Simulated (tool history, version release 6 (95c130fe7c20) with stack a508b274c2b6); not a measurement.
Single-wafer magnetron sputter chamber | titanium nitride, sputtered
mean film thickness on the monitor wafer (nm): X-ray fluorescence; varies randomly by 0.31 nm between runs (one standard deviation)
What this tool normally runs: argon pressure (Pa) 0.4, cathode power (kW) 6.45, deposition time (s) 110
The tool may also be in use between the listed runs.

run    hour  argon pressure (Pa)  cathode power (kW)  deposition time (s)  read-back reference wafer on the same gauge, thickness_nm  mean film thickness on the monitor wafer (nm)
  1       0                0.475                 7.6                  110                                                    140.087                                        134.311
  2    45.8                  0.4                6.45                  110                                                    139.868                                        121.603
  3   105.4                  0.4                6.45                  110                                                    140.053                                         121.61
  4   136.7                  0.4                6.45                  110                                                    139.981                                        121.748
  5   178.8                  0.4                6.45                  110                                                    140.011                                        121.558
  6   231.2                  0.4                 7.1                  110                                                    139.907                                        131.571
      282.6  -- sputter target and shields replaced, repeated, since the last time left the tool worse
  7   295.5                  0.4                 5.8                  110                                                    140.048                                        115.777
  8     322                  0.4                 5.8                  110                                                    139.983                                        116.351
  9   370.7                  0.4                 5.8                  110                                                    140.155                                        115.553
 10   420.5                0.341                6.45                  101                                                    139.931                                        120.512
 11     449                  0.4                6.45                  110                                                    139.939                                        127.224
 12   487.4                  0.4                6.45                  110                                                    140.077                                        126.688
 13   511.7                  0.4                6.45                  110                                                    140.027                                        126.019
 14   546.3                0.488                 5.1                  129                                                    139.953                                        115.175
      571.3  -- gauge calibrated
 15   577.9                  0.4                6.45                  110                                                    139.913                                        126.755
 16     603                0.466                7.75                  110                                                    139.943                                        142.513
 17     630                0.348                 5.3                   95                                                    139.871                                         95.045
 18   690.9                0.349                   7                  110                                                    139.924                                        139.603
 19   750.3                  0.4                6.45                  110                                                    140.073                                        126.085
      774.7  -- capacitance manometer re-zeroed and calibrated
 20   775.8                0.289                 5.4                  129                                                    139.989                                         135.78
 21   832.5                0.282                6.45                  118                                                    139.911                                        145.507
 22   897.2                  0.4                6.45                  110                                                    140.052                                         125.38
 23   924.4                  0.4                6.45                  110                                                    140.006                                        125.124
      983.9  -- magnet pack replaced
 24   988.1                  0.4                6.45                  110                                                    140.125                                        125.575
 25  1026.6                  0.4                6.45                  110                                                    139.958                                        125.874
 26  1060.1                0.253                 5.3                  127                                                    139.976                                        133.644
 27  1111.7                0.473                 5.9                  130                                                    139.987                                        129.903
 28  1180.5                  0.4                6.45                  110                                                    140.055                                         125.13
     1207.7  -- sputter target and shields replaced
 29  1217.2                  0.4                6.45                  125                                                    139.896                                        144.974
 30  1282.4                  0.4                6.45                  110                                                    139.933                                        127.238
 31  1337.1                0.511                6.05                  119                                                    140.031                                        121.641
 32  1383.5                0.304                5.15                  110                                                    140.025                                         110.84
 33  1424.4                0.546                6.45                  110                                                    139.927                                        116.226
 34  1553.1                  0.4                6.45                  110                                                    140.015                                        126.417
 35  1585.8                  0.4                6.45                  120                                                     139.96                                        137.349

Consider 4 possible next runs. They are alternatives, not a sequence: every one starts from the tool as it was left by run 35. What does each give?
  A  1586.2                  0.4                6.45                  127                                                          ?                                              ?
  B  1586.2                  0.4                5.85                  100                                                          ?                                              ?
  C  1586.2                  0.4                7.45                  118                                                          ?                                              ?
  D  1586.2                  0.4                4.95                  110                                                          ?                                              ?

run  read-back reference wafer on the same gauge, thickness_nm  mean film thickness on the monitor wafer (nm)
  A                                                    139.984                                        146.108
  B                                                    139.984                                        105.614
  C                                                    139.984                                        154.301
  D                                                    139.984                                        100.615
Take away the tool's hidden state, keep each run's random variation, and the runs would have read:
run  mean film thickness on the monitor wafer (nm)
  A                                        147.804
  B                                         106.84
  C                                        156.092
  D                                        101.783
